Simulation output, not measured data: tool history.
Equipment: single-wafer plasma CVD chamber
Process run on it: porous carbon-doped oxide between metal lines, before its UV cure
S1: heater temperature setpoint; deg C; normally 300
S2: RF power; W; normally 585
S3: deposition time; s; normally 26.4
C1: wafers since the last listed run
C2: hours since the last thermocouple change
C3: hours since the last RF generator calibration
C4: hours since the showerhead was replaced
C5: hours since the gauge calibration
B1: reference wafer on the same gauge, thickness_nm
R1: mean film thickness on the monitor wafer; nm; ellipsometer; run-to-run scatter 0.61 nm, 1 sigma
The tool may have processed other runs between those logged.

run 1 hour=0 | S1=304 S2=630 S3=26.4 | C1=0 C2=146.8 C3=1210.1 C4=5339.9 C5=387.3 | B1=171.976 | R1=158.033
run 2 hour=80.6 | S1=304 S2=630 S3=26.4 | C1=1922 C2=227.4 C3=1290.7 C4=5420.5 C5=467.9 | B1=172.117 | R1=157.901
run 3 hour=172.6 | S1=304 S2=630 S3=26.4 | C1=2194 C2=319.4 C3=1382.7 C4=5512.5 C5=559.9 | B1=172.116 | R1=158.12
run 4 hour=264.4 | S1=304 S2=585 S3=26.4 | C1=2189 C2=411.2 C3=1474.5 C4=5604.3 C5=651.7 | B1=172.033 | R1=154.522
run 5 hour=399.4 | S1=304 S2=585 S3=26.4 | C1=3219 C2=546.2 C3=1609.5 C4=5739.3 C5=786.7 | B1=171.841 | R1=152.525
run 6 hour=492.4 | S1=300 S2=585 S3=26.4 | C1=2217 C2=639.2 C3=1702.5 C4=5832.3 C5=879.7 | B1=171.929 | R1=156.779
run 7 hour=536.3 | S1=300 S2=585 S3=26.4 | C1=1046 C2=683.1 C3=1746.4 C4=5876.2 C5=923.6 | B1=172.092 | R1=155.355
-- hour=813.2 RF generator calibrated
run 8 hour=853.4 | S1=289 S2=620 S3=26.4 | C1=7371 C2=1000.2 C3=40.2 C4=6193.3 C5=1240.7 | B1=172.032 | R1=174.549
-- hour=898.5 showerhead replaced
run 9 hour=938.1 | S1=289 S2=620 S3=26.4 | C1=1829 C2=1084.9 C3=124.9 C4=39.6 C5=1325.4 | B1=171.839 | R1=172.621
-- hour=974.2 gauge calibrated
run 10 hour=1029.8 | S1=313 S2=585 S3=30 | C1=2186 C2=1176.6 C3=216.6 C4=131.3 C5=55.6 | B1=171.846 | R1=169.683
-- hour=1086.7 thermocouple changed; heater temperature recalibrated
run 11 hour=1087.2 | S1=315 S2=535 S3=26.4 | C1=1178 C2=0.5 C3=274 C4=188.7 C5=113 | B1=171.866 | R1=144.432
run 12 hour=1149 | S1=308 S2=585 S3=29.2 | C1=1473 C2=62.3 C3=335.8 C4=250.5 C5=174.8 | B1=172.097 | R1=169.321
run 13 hour=1229.5 | S1=288 S2=505 S3=22.7 | C1=1919 C2=142.8 C3=416.3 C4=331 C5=255.3 | B1=171.844 | R1=138.376
run 14 hour=1304.4 | S1=306 S2=480 S3=24.8 | C1=1786 C2=217.7 C3=491.2 C4=405.9 C5=330.2 | B1=172.045 | R1=135.671
run 15 hour=1389.6 | S1=300 S2=585 S3=26.4 | C1=2031 C2=302.9 C3=576.4 C4=491.1 C5=415.4 | B1=171.961 | R1=158.995
run 16 hour=1467.4 | S1=312 S2=685 S3=30.6 | C1=1855 C2=380.7 C3=654.2 C4=568.9 C5=493.2 | B1=171.911 | R1=182.578
run 17 hour=1509.6 | S1=315 S2=630 S3=31.7 | C1=1006 C2=422.9 C3=696.4 C4=611.1 C5=535.4 | B1=172.172 | R1=181.106
run 18 hour=1575.3 | S1=300 S2=685 S3=23.3 | C1=1566 C2=488.6 C3=762.1 C4=676.8 C5=601.1 | B1=171.94 | R1=148.97
run 19 hour=1653.5 | S1=300 S2=585 S3=26.4 | C1=1864 C2=566.8 C3=840.3 C4=755 C5=679.3 | B1=171.95 | R1=158.128

Consider 5 possible next runs. They are alternatives, not a sequence: every one starts from the tool as it was left by run 19. What does each give?
run A hour=1653.9 | S1=300 S2=585 S3=26.4 | C1=9 C2=567.2 C3=840.7 C4=755.4 C5=679.7 | B1=? | R1=?
run B hour=1653.9 | S1=288 S2=540 S3=29.8 | C1=9 C2=567.2 C3=840.7 C4=755.4 C5=679.7 | B1=? | R1=?
run C hour=1653.9 | S1=291 S2=470 S3=26.4 | C1=9 C2=567.2 C3=840.7 C4=755.4 C5=679.7 | B1=? | R1=?
run D hour=1653.9 | S1=300 S2=670 S3=26.4 | C1=9 C2=567.2 C3=840.7 C4=755.4 C5=679.7 | B1=? | R1=?
run E hour=1653.9 | S1=300 S2=665 S3=28.8 | C1=9 C2=567.2 C3=840.7 C4=755.4 C5=679.7 | B1=? | R1=?

run=A B1=172.216 R1=158.25
run=B B1=172.216 R1=183.701
run=C B1=172.216 R1=152.861
run=D B1=172.216 R1=166.888
run=E B1=172.216 R1=181.018
With no hidden state in the tool, these same runs would have given:
run=A R1=161.976
run=B R1=188.078
run=C R1=156.538
run=D R1=170.818
run=E R1=185.281
